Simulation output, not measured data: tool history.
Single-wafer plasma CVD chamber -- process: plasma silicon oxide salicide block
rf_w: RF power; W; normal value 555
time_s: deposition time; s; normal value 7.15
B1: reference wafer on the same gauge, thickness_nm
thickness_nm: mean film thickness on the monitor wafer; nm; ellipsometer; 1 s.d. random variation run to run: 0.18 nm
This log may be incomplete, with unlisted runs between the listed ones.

Run 1, hour 0: usual settings; B1 64.032. Result: thickness_nm 67.643 nm.
Run 2, hour 9.3: usual settings; B1 64.005. Result: thickness_nm 67.835 nm.
Run 3, hour 21.7: usual settings but rf_w 520 W; B1 64.019. Result: thickness_nm 66.556 nm.
Run 4, hour 37.8: usual settings but rf_w 520 W; B1 63.993. Result: thickness_nm 66.63 nm.
Run 5, hour 46.8: usual settings but rf_w 520 W; B1 64.042. Result: thickness_nm 66.226 nm.
Run 6, hour 57.3: usual settings; B1 64.011. Result: thickness_nm 67.439 nm.
Run 7, hour 66.6: usual settings; B1 63.951. Result: thickness_nm 67.564 nm.
Run 8, hour 82.7: usual settings; B1 63.985. Result: thickness_nm 67.621 nm.
Run 9, hour 97.2: usual settings but time_s 6.31 s; B1 63.966. Result: thickness_nm 59.841 nm.
Run 10, hour 117.1: usual settings but time_s 6.31 s; B1 63.986. Result: thickness_nm 59.848 nm.
Run 11, hour 124.6: usual settings; B1 64.051. Result: thickness_nm 67.456 nm.
Run 12, hour 134.1: usual settings but rf_w 515 W, time_s 7.57 s; B1 64.024. Result: thickness_nm 69.939 nm.
Run 13, hour 149.8: usual settings; B1 63.977. Result: thickness_nm 67.537 nm.
At hour 156.6: gauge calibrated.
Run 14, hour 161.9: usual settings; B1 64.033. Result: thickness_nm 67.667 nm.
Run 15, hour 177.6: usual settings; B1 63.972. Result: thickness_nm 67.66 nm.
Run 16, hour 190: usual settings; B1 63.969. Result: thickness_nm 67.535 nm.
Run 17, hour 202.2: usual settings but rf_w 520 W, time_s 6.08 s; B1 63.995. Result: thickness_nm 56.131 nm.
Run 18, hour 216.2: usual settings but time_s 8.24 s; B1 63.913. Result: thickness_nm 78.093 nm.
Run 19, hour 225.6: usual settings; B1 64.001. Result: thickness_nm 67.533 nm.
Run 20, hour 239.5: usual settings but rf_w 615 W, time_s 7.6 s; B1 63.98. Result: thickness_nm 74.231 nm.
Run 21, hour 257.2: usual settings; B1 64.034. Result: thickness_nm 67.761 nm.
At hour 274: showerhead replaced.
Run 22, hour 303: usual settings but rf_w 630 W, time_s 8.42 s; B1 64.052. Result: thickness_nm 82.777 nm.
Run 23, hour 319.3: usual settings; B1 63.95. Result: thickness_nm 67.771 nm.
Run 24, hour 326.4: usual settings but rf_w 585 W, time_s 6.62 s; B1 64.033. Result: thickness_nm 63.564 nm.
Run 25, hour 340.4: usual settings; B1 63.975. Result: thickness_nm 67.513 nm.
At hour 360.7: RF generator calibrated.
Run 26, hour 361.2: usual settings but rf_w 505 W, time_s 5.78 s; B1 64.035. Result: thickness_nm 54.182 nm.
Run 27, hour 365.8: usual settings but rf_w 510 W, time_s 7.99 s; B1 63.976. Result: thickness_nm 75.241 nm.
Run 28, hour 382.6: usual settings but time_s 6.52 s; B1 64.004. Result: thickness_nm 63.035 nm.
Run 29, hour 395.6: usual settings but rf_w 665 W, time_s 8.15 s; B1 64.04. Result: thickness_nm 83.099 nm.
Run 30, hour 404: usual settings but time_s 6.04 s; B1 64.017. Result: thickness_nm 58.449 nm.
Run 31, hour 417.9: usual settings but rf_w 660 W; B1 64.002. Result: thickness_nm 72.767 nm.
Run 32, hour 429: usual settings; B1 64.036. Result: thickness_nm 68.784 nm.
Run 33, hour 441.6: usual settings but rf_w 655 W, time_s 7.88 s; B1 63.942. Result: thickness_nm 80.192 nm.
Run 34, hour 456.2: usual settings; B1 63.995. Result: thickness_nm 69.042 nm.
Run 35, hour 462.4: usual settings; B1 64.019. Result: thickness_nm 68.893 nm.
Run 36, hour 480: usual settings but rf_w 520 W, time_s 6.08 s; B1 64.034. Result: thickness_nm 57.238 nm.

5 options for the next run, each taken on its own from the tool as it stands now. Forecast them:
Run A, hour 480.4: usual settings; B1 ?. Result: thickness_nm ?.
Run B, hour 480.4: usual settings but rf_w 485 W, time_s 6.06 s; B1 ?. Result: thickness_nm ?.
Run C, hour 480.4: usual settings but rf_w 520 W, time_s 8.35 s; B1 ?. Result: thickness_nm ?.
Run D, hour 480.4: usual settings but rf_w 485 W, time_s 7.9 s; B1 ?. Result: thickness_nm ?.
Run E, hour 480.4: usual settings but rf_w 445 W; B1 ?. Result: thickness_nm ?.

run      B1  thickness_nm
  A  63.957         68.33
  B  63.957         55.52
  C  63.957        78.189
  D  63.957        72.377
  E  63.957        63.756
Take away the tool's hidden state, keep each run's random variation, and the runs would have read:
run  thickness_nm
  A        68.949
  B        56.023
  C        78.898
  D        73.033
  E        64.333

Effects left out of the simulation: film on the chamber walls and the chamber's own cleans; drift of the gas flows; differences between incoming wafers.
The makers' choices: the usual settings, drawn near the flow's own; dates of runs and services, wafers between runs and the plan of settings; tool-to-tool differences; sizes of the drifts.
